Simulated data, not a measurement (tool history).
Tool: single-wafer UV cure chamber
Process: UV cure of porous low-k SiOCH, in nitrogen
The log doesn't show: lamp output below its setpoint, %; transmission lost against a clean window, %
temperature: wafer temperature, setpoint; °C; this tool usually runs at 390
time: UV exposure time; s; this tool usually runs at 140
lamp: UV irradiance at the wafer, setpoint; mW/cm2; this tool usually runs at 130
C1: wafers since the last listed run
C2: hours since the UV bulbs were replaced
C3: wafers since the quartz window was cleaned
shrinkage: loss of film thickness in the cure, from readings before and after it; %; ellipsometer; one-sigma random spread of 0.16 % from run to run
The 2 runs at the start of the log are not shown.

{"run": 3, "hour": 92.4, "temperature": 390, "time": 140, "lamp": 130, "C1": 330, "C2": 1183.9, "C3": 749, "shrinkage": 11.968}
{"run": 4, "hour": 224.9, "temperature": 400, "time": 95, "lamp": 130, "C1": 1064, "C2": 1316.4, "C3": 1814, "shrinkage": 10.326}
{"run": 5, "hour": 279.0, "temperature": 400, "time": 95, "lamp": 130, "C1": 434, "C2": 1370.5, "C3": 2248, "shrinkage": 10.173}
{"run": 6, "hour": 320.7, "temperature": 400, "time": 95, "lamp": 130, "C1": 335, "C2": 1412.2, "C3": 2584, "shrinkage": 10.099}
{"hour": 357.1, "done": "quartz window cleaned"}
{"run": 7, "hour": 360.5, "temperature": 390, "time": 140, "lamp": 130, "C1": 255, "C2": 1452, "C3": 27, "shrinkage": 11.805}
{"run": 8, "hour": 400.0, "temperature": 390, "time": 140, "lamp": 130, "C1": 317, "C2": 1491.5, "C3": 344, "shrinkage": 11.775}
{"run": 9, "hour": 468.0, "temperature": 390, "time": 140, "lamp": 130, "C1": 546, "C2": 1559.5, "C3": 891, "shrinkage": 11.847}
{"run": 10, "hour": 630.5, "temperature": 390, "time": 160, "lamp": 151, "C1": 1305, "C2": 1722, "C3": 2197, "shrinkage": 12.884}
{"run": 11, "hour": 667.4, "temperature": 390, "time": 160, "lamp": 151, "C1": 296, "C2": 1758.9, "C3": 2493, "shrinkage": 13.237}
{"run": 12, "hour": 734.3, "temperature": 390, "time": 140, "lamp": 130, "C1": 537, "C2": 1825.8, "C3": 3031, "shrinkage": 11.592}
{"hour": 770.2, "done": "quartz window cleaned"}
{"run": 13, "hour": 770.7, "temperature": 385, "time": 140, "lamp": 130, "C1": 228, "C2": 1862.2, "C3": 3, "shrinkage": 11.322}
{"run": 14, "hour": 818.7, "temperature": 385, "time": 140, "lamp": 130, "C1": 385, "C2": 1910.2, "C3": 389, "shrinkage": 11.57}
{"run": 15, "hour": 857.1, "temperature": 390, "time": 140, "lamp": 110, "C1": 308, "C2": 1948.6, "C3": 698, "shrinkage": 10.916}
{"run": 16, "hour": 913.1, "temperature": 390, "time": 140, "lamp": 130, "C1": 450, "C2": 2004.6, "C3": 1148, "shrinkage": 11.607}
{"hour": 1094.6, "done": "quartz window cleaned"}
{"run": 17, "hour": 1104.8, "temperature": 390, "time": 60, "lamp": 170, "C1": 1476, "C2": 2196.3, "C3": 81, "shrinkage": 8.832}
{"run": 18, "hour": 1143.4, "temperature": 390, "time": 140, "lamp": 130, "C1": 310, "C2": 2234.9, "C3": 391, "shrinkage": 11.597}
{"run": 19, "hour": 1176.8, "temperature": 374, "time": 65, "lamp": 156, "C1": 268, "C2": 2268.3, "C3": 660, "shrinkage": 8.532}
{"run": 20, "hour": 1241.3, "temperature": 374, "time": 180, "lamp": 145, "C1": 518, "C2": 2332.8, "C3": 1178, "shrinkage": 13.18}
{"run": 21, "hour": 1301.4, "temperature": 390, "time": 140, "lamp": 130, "C1": 482, "C2": 2392.9, "C3": 1661, "shrinkage": 11.551}

What will run 22 give?
{"run": 22, "hour": 1326.4, "temperature": 390, "time": 140, "lamp": 130, "C1": 200, "C2": 2417.9, "C3": 1862, "shrinkage": "?"}

{"run 22": {"shrinkage": 11.636}}
Take away the tool's hidden state, keep the run-to-run variation as it was, and the same run would have given shrinkage 13.296 %.
